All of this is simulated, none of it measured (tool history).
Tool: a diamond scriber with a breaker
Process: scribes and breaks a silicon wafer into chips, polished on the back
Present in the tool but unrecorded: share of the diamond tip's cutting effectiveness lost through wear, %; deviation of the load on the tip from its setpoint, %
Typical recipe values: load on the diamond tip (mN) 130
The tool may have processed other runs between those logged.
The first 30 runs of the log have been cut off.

run,hour,load on the diamond tip (mN),wafers since the last listed run,hours since the diamond tip was replaced,hours since the load on the tip was calibrated,"incoming depth of the damage left on the back of the incoming wafer, um",depth of the median crack under the scribed line (nm),chips rejected at inspection after the break (%)
31,434.4,130,65,125.9,20.5,0.05,9290,2.24
32,443,130,41,134.5,29.1,0.02,9410,2.09
33,456.8,130,66,148.3,42.9,0.01,9270,1.74
34,468,148,54,159.5,54.1,0.04,10240,1.85
35,484.4,101,79,175.9,70.5,0.04,7760,6.83
36,497.1,142,61,188.6,83.2,0.01,9730,1.91
37,508.7,100,56,200.2,94.8,0.02,7790,7.63
38,525.2,165,80,216.7,111.3,0.02,10840,2.62
39,538.8,130,65,230.3,124.9,0.03,9100,2.46
40,545.9,130,34,237.4,132,0.02,9080,2.33
41,553.3,95,35,244.8,139.4,0.02,7280,9.17
42,565.8,105,60,257.3,151.9,0.03,7820,5.73

Branching from run 42: 3 alternative next runs. What would each branch give?
A,566.3,156,2,257.8,152.4,0.02,?,?
B,566.3,153,2,257.8,152.4,0.02,?,?
C,566.3,106,2,257.8,152.4,0.02,?,?

run,depth of the median crack under the scribed line (nm),chips rejected at inspection after the break (%)
A,10160,1.89
B,10030,1.81
C,7880,5.89
Stripped of hidden state, with their random variation kept, the same runs would have yielded:
run,depth of the median crack under the scribed line (nm),chips rejected at inspection after the break (%)
A,11000,3.07
B,10860,2.8
C,8540,3.39
